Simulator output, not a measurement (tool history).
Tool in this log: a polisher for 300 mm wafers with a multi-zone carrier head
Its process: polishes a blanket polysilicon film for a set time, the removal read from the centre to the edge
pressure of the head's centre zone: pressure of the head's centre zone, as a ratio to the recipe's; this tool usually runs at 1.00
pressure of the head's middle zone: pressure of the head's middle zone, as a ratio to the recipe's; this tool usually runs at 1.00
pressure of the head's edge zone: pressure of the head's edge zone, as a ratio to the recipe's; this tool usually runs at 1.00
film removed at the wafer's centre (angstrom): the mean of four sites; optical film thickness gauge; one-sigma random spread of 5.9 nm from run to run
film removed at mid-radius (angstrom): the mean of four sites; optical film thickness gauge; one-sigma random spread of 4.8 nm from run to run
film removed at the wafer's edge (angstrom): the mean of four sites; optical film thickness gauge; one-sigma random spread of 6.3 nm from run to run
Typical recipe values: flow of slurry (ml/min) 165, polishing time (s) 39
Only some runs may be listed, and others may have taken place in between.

run   hour  flow of slurry (ml/min)  pressure of the head's centre zone  pressure of the head's middle zone  pressure of the head's edge zone  polishing time (s)  incoming thickness of the incoming film, nm  film removed at the wafer's centre (angstrom)  film removed at mid-radius (angstrom)  film removed at the wafer's edge (angstrom)
  1    0.0                      165                                1.00                                1.00                              1.00                  39                                       1368.8                                           4664                                   4293                                         4390
      14.0  -- worn pad replaced by a new one
  2   30.9                      165                                1.00                                1.00                              1.00                  39                                       1376.9                                           4721                                   4361                                         4207
      56.4  -- centre zone pressure recalibrated
  3   90.0                      165                                1.00                                1.00                              1.00                  39                                       1387.5                                           4358                                   4449                                         4256
  4  154.2                      165                                1.00                                1.08                              1.00                  39                                       1365.1                                           4416                                   4643                                         4287
     225.4  -- worn pad replaced by a new one
  5  258.1                      165                                1.00                                1.08                              1.00                  39                                       1402.8                                           4476                                   4606                                         4398
  6  293.9                      165                                1.00                                0.95                              1.00                  39                                       1390.6                                           4675                                   4271                                         4182
  7  346.2                      165                                0.92                                1.00                              1.00                  39                                       1370.9                                           4431                                   4432                                         4171
     376.9  -- slurry nozzle cleaned
     395.8  -- edge zone pressure recalibrated
     402.9  -- worn pad replaced by a new one
     404.6  -- centre zone pressure recalibrated
  8  407.9                      165                                1.00                                1.00                              1.00                  27                                       1365.9                                           3038                                   3051                                         2922
  9  472.7                      165                                1.00                                1.00                              1.00                  39                                       1354.1                                           4432                                   4253                                         4152
 10  511.2                      145                                1.00                                1.00                              1.00                  39                                       1368.9                                           4426                                   4298                                         4187
     553.8  -- carrier head's membrane replaced by a new one
 11  554.5                      165                                1.00                                1.07                              1.04                  39                                       1379.4                                           4580                                   4522                                         4344

Run 12 has not been measured yet. What should we expect?
     580.2  -- worn pad replaced by a new one
 12  598.3                      165                                1.08                                1.00                              1.07                  49                                       1368.0                                              ?                                      ?                                            ?

{"run 12": {"film removed at the wafer's centre (angstrom)": 6189, "film removed at mid-radius (angstrom)": 5453, "film removed at the wafer's edge (angstrom)": 5496}}
Had the tool carried no hidden state, the very same run would have given film removed at the wafer's centre (angstrom) 5842, film removed at mid-radius (angstrom) 5455, film removed at the wafer's edge (angstrom) 5496.

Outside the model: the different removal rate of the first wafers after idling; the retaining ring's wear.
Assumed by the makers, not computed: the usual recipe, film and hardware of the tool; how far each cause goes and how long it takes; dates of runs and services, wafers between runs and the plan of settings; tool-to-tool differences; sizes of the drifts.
